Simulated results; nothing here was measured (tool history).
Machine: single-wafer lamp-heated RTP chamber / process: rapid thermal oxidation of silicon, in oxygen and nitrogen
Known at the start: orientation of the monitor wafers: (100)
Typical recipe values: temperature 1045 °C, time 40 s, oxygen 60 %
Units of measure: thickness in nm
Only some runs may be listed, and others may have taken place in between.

run,hour,temperature,time,oxygen,"read-back reference wafer on the same gauge, thickness",thickness
1,0,1045,40,60,6.501,6.103
2,11.1,1045,40,60,6.505,6.101
3,19.6,1045,40,60,6.502,6.085
4,27.6,1045,40,60,6.502,6.137
5,42.8,1045,40,60,6.498,6.132
6,52,1045,40,60,6.497,6.134
7,65.9,1045,40,60,6.498,6.163
8,82,1045,40,60,6.492,6.168
9,89.4,1045,40,60,6.501,6.173
10,104.4,1045,40,60,6.498,6.19
11,141.4,1045,40,75,6.506,6.694
12,148.4,1045,40,75,6.498,6.737
# hour 159.4: pyrometer window cleaned and pyrometer calibrated
13,165.4,1045,40,42,6.507,5.746
# hour 176.6: oxygen flow controller replaced
14,177.1,1056,58,60,6.5,8.213
15,182.3,1045,40,60,6.498,6.509
16,192.4,1045,40,83,6.5,7.259
# hour 203.8: pyrometer window cleaned and pyrometer calibrated, repeated, since the last time left the tool worse
17,205.6,1045,25,60,6.493,4.969
18,222.6,1073,34,33,6.498,5.487
# hour 227.4: gauge calibrated
19,239.6,1032,29,69,6.511,5.031
20,256.1,1045,40,60,6.501,6.023
21,266.8,1019,31,40,6.503,3.999
22,278.1,1022,58,84,6.486,6.792
23,285.5,1045,35,86,6.508,6.471
24,303.2,1045,47,60,6.498,6.465
25,310.3,1045,40,60,6.504,6.046

A few steps of thickness between consecutive runs. Split each: what settings, incoming material and random variation would produce without the hidden state, and what is left over for the hidden state, along with gauge scatter present in only one of the two compared results (measured, and without hidden state):
Unlogged tool condition in this case: true wafer temperature minus pyrometer reading, K; deviation of the oxygen flow from its setpoint, %; gauge reads high (%).
Run 13 -> 14: temperature 1045 -> 1056, time 40 -> 58, oxygen 42 -> 60, oxygen flow controller replaced. thickness +2.467 nm: hidden state +0.185, all else +2.282.
Run 16 -> 17: time 40 -> 25, oxygen 83 -> 60, pyrometer window cleaned and pyrometer calibrated, repeated, since the last time left the tool worse. thickness -2.29 nm: hidden state -0.54, all else -1.75.
Run 21 -> 22: temperature 1019 -> 1022, time 31 -> 58, oxygen 40 -> 84. thickness +2.793 nm: hidden state +0.008, all else +2.785.
